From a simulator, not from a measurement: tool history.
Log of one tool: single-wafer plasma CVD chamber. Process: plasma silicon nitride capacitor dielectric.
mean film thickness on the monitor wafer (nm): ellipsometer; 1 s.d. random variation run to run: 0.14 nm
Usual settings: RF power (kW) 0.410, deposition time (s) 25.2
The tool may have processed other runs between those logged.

run   hour  RF power (kW)  deposition time (s)  read-back reference wafer on the same gauge, thickness_nm  mean film thickness on the monitor wafer (nm)
  1    0.0          0.410                 25.2                                                     42.539                                         35.664
  2   32.3          0.365                 25.2                                                     42.444                                         34.115
  3   58.0          0.365                 25.2                                                     42.490                                         33.679
  4   81.3          0.475                 27.4                                                     42.494                                         40.570
  5   93.9          0.475                 27.4                                                     42.467                                         40.636
  6  119.8          0.410                 25.2                                                     42.547                                         35.450
  7  151.8          0.410                 25.2                                                     42.481                                         35.193
  8  177.1          0.410                 25.2                                                     42.554                                         35.261
  9  204.8          0.410                 25.2                                                     42.492                                         35.227
 10  222.4          0.410                 25.2                                                     42.540                                         35.266
 11  251.8          0.410                 25.2                                                     42.480                                         35.282
 12  313.5          0.410                 25.2                                                     42.554                                         35.192
 13  329.1          0.410                 25.2                                                     42.532                                         35.005
 14  349.2          0.410                 25.2                                                     42.531                                         35.096
 15  373.0          0.345                 25.2                                                     42.498                                         32.730
 16  406.1          0.345                 25.2                                                     42.479                                         32.900
 17  420.7          0.410                 23.3                                                     42.533                                         32.357
 18  437.1          0.410                 23.3                                                     42.495                                         32.512
 19  465.2          0.410                 23.3                                                     42.525                                         32.187
 20  494.9          0.435                 22.5                                                     42.464                                         31.668
     510.7  -- showerhead replaced
 21  528.2          0.480                 20.6                                                     42.582                                         30.023
     529.7  -- gauge calibrated
     543.6  -- RF generator calibrated
 22  548.4          0.410                 20.8                                                     42.469                                         29.701
 23  582.2          0.375                 25.2                                                     42.525                                         34.502
 24  617.9          0.455                 21.4                                                     42.500                                         31.588
 25  639.3          0.380                 21.9                                                     42.525                                         30.402
 26  667.2          0.450                 28.7                                                     42.544                                         42.308
 27  695.5          0.335                 23.7                                                     42.432                                         31.161

Estimate the outcome of run 28 from the log above:
 28  712.0          0.370                 27.8                                                          ?                                              ?

read-back reference wafer on the same gauge, thickness_nm: 42.560
mean film thickness on the monitor wafer (nm): 38.179
With the hidden condition absent and the run-to-run variation left alone, this run would have shown mean film thickness on the monitor wafer (nm) 38.273.

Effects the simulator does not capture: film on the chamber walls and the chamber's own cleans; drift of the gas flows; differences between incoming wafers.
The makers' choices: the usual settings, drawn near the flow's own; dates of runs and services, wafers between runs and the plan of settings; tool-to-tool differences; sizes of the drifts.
